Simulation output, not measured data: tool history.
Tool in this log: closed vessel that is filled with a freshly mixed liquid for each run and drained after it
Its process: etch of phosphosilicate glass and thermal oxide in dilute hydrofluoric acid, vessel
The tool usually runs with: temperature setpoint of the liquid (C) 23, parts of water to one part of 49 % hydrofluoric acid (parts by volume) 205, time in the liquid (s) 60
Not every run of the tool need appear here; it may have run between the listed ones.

| run | hour | temperature setpoint of the liquid (C) | parts of water to one part of 49 % hydrofluoric acid (parts by volume) | time in the liquid (s) | read-back film thickness of the phosphosilicate glass reference wafer, read on the same gauge (nm) | read-back film thickness of the thermal oxide reference wafer, read on the same gauge (nm) | thickness taken off the phosphosilicate glass on a monitor wafer (Å) | thickness taken off the thermal oxide on a monitor wafer (Å) |
|---|---|---|---|---|---|---|---|---|
| 1 | 0 | 23 | 205 | 60 | 75.5 | 132.095 | 261.1 | 10.96 |
| 2 | 45.9 | 23 | 205 | 60 | 75.27 | 131.712 | 259.8 | 10.57 |
| 3 | 81.7 | 23 | 205 | 60 | 75.04 | 131.342 | 253.9 | 10.53 |
| 4 | 128.9 | 25.5 | 205 | 60 | 74.82 | 130.883 | 281.7 | 11.34 |
| 5 | 157.3 | 23 | 205 | 60 | 74.69 | 130.627 | 261.1 | 10.37 |
|  | 179.1 | gauge calibrated |
| 6 | 217.8 | 23 | 245 | 60 | 79.37 | 138.966 | 217.6 | 8.99 |
| 7 | 245.9 | 20 | 165 | 30 | 79.36 | 138.916 | 159.8 | 6.28 |
| 8 | 284.9 | 18.5 | 120 | 60 | 79.35 | 138.873 | 430.4 | 16.41 |
| 9 | 499.7 | 23 | 205 | 60 | 79.22 | 138.548 | 271 | 10.75 |
| 10 | 571.5 | 19.5 | 250 | 60 | 79.13 | 138.467 | 185.5 | 7.44 |
|  | 587.1 | hydrofluoric acid flow meter replaced |
| 11 | 635 | 23 | 265 | 95 | 79.03 | 138.321 | 311.1 | 12.44 |
|  | 682.3 | thermometer replaced |
| 12 | 706.8 | 23 | 205 | 45 | 78.87 | 138.111 | 206.6 | 7.7 |
| 13 | 766.2 | 20 | 235 | 80 | 78.79 | 137.89 | 270.8 | 11.34 |
| 14 | 798.4 | 25 | 175 | 90 | 78.74 | 137.822 | 527.5 | 20.86 |
| 15 | 855.2 | 23 | 125 | 60 | 78.6 | 137.558 | 486.2 | 18.75 |
| 16 | 915.5 | 24.5 | 250 | 70 | 78.51 | 137.314 | 258.9 | 10.3 |
| 17 | 961.3 | 23 | 205 | 60 | 78.35 | 137.124 | 269.2 | 10.23 |
| 18 | 996.8 | 23 | 105 | 60 | 78.25 | 136.9 | 585.1 | 23.7 |
| 19 | 1036.5 | 21 | 290 | 90 | 78.13 | 136.708 | 243.3 | 9.7 |
| 20 | 1076.6 | 20 | 205 | 45 | 77.99 | 136.53 | 179.1 | 7.4 |
| 21 | 1117 | 27.5 | 205 | 60 | 77.9 | 136.378 | 311.7 | 12.6 |
| 22 | 1192.8 | 21 | 285 | 30 | 77.64 | 135.88 | 82 | 3.39 |
| 23 | 1217.5 | 23 | 205 | 60 | 77.56 | 135.765 | 263.5 | 10.42 |
| 24 | 1282.1 | 23 | 170 | 60 | 77.36 | 135.339 | 332.1 | 13.28 |

What the log doesn't show, run by run:
liquid colder than its thermometer reads (K): 0 on each run
hydrofluoric acid flow above the setpoint (%): 0 on each run
H1: gauge reads high (%)
| run | H1 |
|---|---|
| 1 | -5.62 |
| 2 | -5.92 |
| 3 | -6.17 |
| 4 | -6.5 |
| 5 | -6.7 |
| 6 | -0.783 |
| 7 | -0.789 |
| 8 | -0.803 |
| 9 | -0.995 |
| 10 | -1.1 |
| 11 | -1.21 |
| 12 | -1.36 |
| 13 | -1.5 |
| 14 | -1.58 |
| 15 | -1.74 |
| 16 | -1.92 |
| 17 | -2.06 |
| 18 | -2.18 |
| 19 | -2.32 |
| 20 | -2.47 |
| 21 | -2.62 |
| 22 | -2.93 |
| 23 | -3.04 |
| 24 | -3.33 |
